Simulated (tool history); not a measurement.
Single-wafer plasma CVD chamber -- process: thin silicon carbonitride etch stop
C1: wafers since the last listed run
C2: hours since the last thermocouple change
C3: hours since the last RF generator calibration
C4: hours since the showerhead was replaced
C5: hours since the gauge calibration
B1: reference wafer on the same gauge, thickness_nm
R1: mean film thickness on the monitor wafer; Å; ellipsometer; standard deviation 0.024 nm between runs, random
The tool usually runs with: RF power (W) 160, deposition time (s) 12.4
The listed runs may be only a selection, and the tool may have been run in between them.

{"run": 1, "day": 0.0, "RF power (W)": 185, "deposition time (s)": 12.4, "C1": 0, "C2": 183.6, "C3": 1372.0, "C4": 6179.4, "C5": 598.8, "B1": 6.748, "R1": 71.61}
{"run": 2, "day": 3.429, "RF power (W)": 170, "deposition time (s)": 12.4, "C1": 3439, "C2": 265.9, "C3": 1454.3, "C4": 6261.7, "C5": 681.1, "B1": 6.753, "R1": 69.35}
{"run": 3, "day": 7.262, "RF power (W)": 170, "deposition time (s)": 12.4, "C1": 3845, "C2": 357.9, "C3": 1546.3, "C4": 6353.7, "C5": 773.1, "B1": 6.75, "R1": 69.19}
{"run": 4, "day": 11.192, "RF power (W)": 150, "deposition time (s)": 10.8, "C1": 3941, "C2": 452.2, "C3": 1640.6, "C4": 6448.0, "C5": 867.4, "B1": 6.746, "R1": 58.31}
{"run": 5, "day": 14.417, "RF power (W)": 150, "deposition time (s)": 10.8, "C1": 3235, "C2": 529.6, "C3": 1718.0, "C4": 6525.4, "C5": 944.8, "B1": 6.751, "R1": 58.44}
{"run": 6, "day": 15.962, "RF power (W)": 150, "deposition time (s)": 10.8, "C1": 1550, "C2": 566.7, "C3": 1755.1, "C4": 6562.5, "C5": 981.9, "B1": 6.746, "R1": 58.52}
{"run": 7, "day": 19.079, "RF power (W)": 140, "deposition time (s)": 12.4, "C1": 3126, "C2": 641.5, "C3": 1829.9, "C4": 6637.3, "C5": 1056.7, "B1": 6.749, "R1": 65.74}
{"run": 8, "day": 21.871, "RF power (W)": 140, "deposition time (s)": 12.4, "C1": 2800, "C2": 708.5, "C3": 1896.9, "C4": 6704.3, "C5": 1123.7, "B1": 6.756, "R1": 65.63}
{"run": 9, "day": 25.221, "RF power (W)": 140, "deposition time (s)": 12.4, "C1": 3360, "C2": 788.9, "C3": 1977.3, "C4": 6784.7, "C5": 1204.1, "B1": 6.747, "R1": 65.82}
{"run": 10, "day": 26.8, "RF power (W)": 160, "deposition time (s)": 12.4, "C1": 1584, "C2": 826.8, "C3": 2015.2, "C4": 6822.6, "C5": 1242.0, "B1": 6.748, "R1": 68.49}
{"day": 27.992, "done": "thermocouple changed; heater temperature recalibrated"}
{"run": 11, "day": 29.208, "RF power (W)": 160, "deposition time (s)": 12.4, "C1": 2081, "C2": 29.2, "C3": 2073.0, "C4": 6880.4, "C5": 1299.8, "B1": 6.753, "R1": 68.25}
{"day": 34.779, "done": "showerhead replaced"}
{"run": 12, "day": 41.217, "RF power (W)": 160, "deposition time (s)": 12.4, "C1": 11711, "C2": 317.4, "C3": 2361.2, "C4": 154.5, "C5": 1588.0, "B1": 6.749, "R1": 68.48}
{"run": 13, "day": 43.95, "RF power (W)": 185, "deposition time (s)": 10.5, "C1": 2741, "C2": 383.0, "C3": 2426.8, "C4": 220.1, "C5": 1653.6, "B1": 6.751, "R1": 59.94}
{"day": 46.979, "done": "RF generator calibrated"}
{"run": 14, "day": 47.696, "RF power (W)": 135, "deposition time (s)": 10.5, "C1": 3423, "C2": 472.9, "C3": 17.2, "C4": 310.0, "C5": 1743.5, "B1": 6.752, "R1": 55.02}
{"day": 47.929, "done": "gauge calibrated"}
{"run": 15, "day": 49.208, "RF power (W)": 160, "deposition time (s)": 12.4, "C1": 1517, "C2": 509.2, "C3": 53.5, "C4": 346.3, "C5": 30.7, "B1": 6.757, "R1": 68.31}
{"run": 16, "day": 53.183, "RF power (W)": 150, "deposition time (s)": 10.9, "C1": 3987, "C2": 604.6, "C3": 148.9, "C4": 441.7, "C5": 126.1, "B1": 6.75, "R1": 59.16}
{"run": 17, "day": 56.108, "RF power (W)": 160, "deposition time (s)": 9.9, "C1": 2934, "C2": 674.8, "C3": 219.1, "C4": 511.9, "C5": 196.3, "B1": 6.748, "R1": 55.01}
{"run": 18, "day": 59.796, "RF power (W)": 160, "deposition time (s)": 12.4, "C1": 3699, "C2": 763.3, "C3": 307.6, "C4": 600.4, "C5": 284.8, "B1": 6.75, "R1": 68.08}
{"run": 19, "day": 61.938, "RF power (W)": 185, "deposition time (s)": 13.8, "C1": 2148, "C2": 814.7, "C3": 359.0, "C4": 651.8, "C5": 336.2, "B1": 6.752, "R1": 78.81}
{"run": 20, "day": 66.2, "RF power (W)": 160, "deposition time (s)": 13.8, "C1": 4275, "C2": 917.0, "C3": 461.3, "C4": 754.1, "C5": 438.5, "B1": 6.749, "R1": 76.05}
{"day": 67.138, "done": "thermocouple changed; heater temperature recalibrated"}
{"run": 21, "day": 67.771, "RF power (W)": 145, "deposition time (s)": 13.2, "C1": 1241, "C2": 15.2, "C3": 499.0, "C4": 791.8, "C5": 476.2, "B1": 6.751, "R1": 71.04}
{"run": 22, "day": 69.817, "RF power (W)": 160, "deposition time (s)": 12.4, "C1": 2052, "C2": 64.3, "C3": 548.1, "C4": 840.9, "C5": 525.3, "B1": 6.754, "R1": 68.61}
{"run": 23, "day": 72.608, "RF power (W)": 130, "deposition time (s)": 11.1, "C1": 2800, "C2": 131.3, "C3": 615.1, "C4": 907.9, "C5": 592.3, "B1": 6.748, "R1": 57.7}
{"run": 24, "day": 74.525, "RF power (W)": 160, "deposition time (s)": 12.4, "C1": 1922, "C2": 177.3, "C3": 661.1, "C4": 953.9, "C5": 638.3, "B1": 6.753, "R1": 68.41}
{"run": 25, "day": 78.338, "RF power (W)": 135, "deposition time (s)": 13.4, "C1": 3824, "C2": 268.8, "C3": 752.6, "C4": 1045.4, "C5": 729.8, "B1": 6.748, "R1": 70.64}

Forecast each of these 3 alternatives for the next run:
{"run": "A", "day": 78.354, "RF power (W)": 160, "deposition time (s)": 13.9, "C1": 16, "C2": 269.2, "C3": 753.0, "C4": 1045.8, "C5": 730.2, "B1": "?", "R1": "?"}
{"run": "B", "day": 78.354, "RF power (W)": 170, "deposition time (s)": 14.7, "C1": 16, "C2": 269.2, "C3": 753.0, "C4": 1045.8, "C5": 730.2, "B1": "?", "R1": "?"}
{"run": "C", "day": 78.354, "RF power (W)": 180, "deposition time (s)": 12.4, "C1": 16, "C2": 269.2, "C3": 753.0, "C4": 1045.8, "C5": 730.2, "B1": "?", "R1": "?"}

run=A B1=6.748 R1=76.31
run=B B1=6.748 R1=82.07
run=C B1=6.748 R1=70.34
Stripped of hidden state, with their random variation kept, the same runs would have yielded:
run=A R1=76.31
run=B R1=82.07
run=C R1=70.34
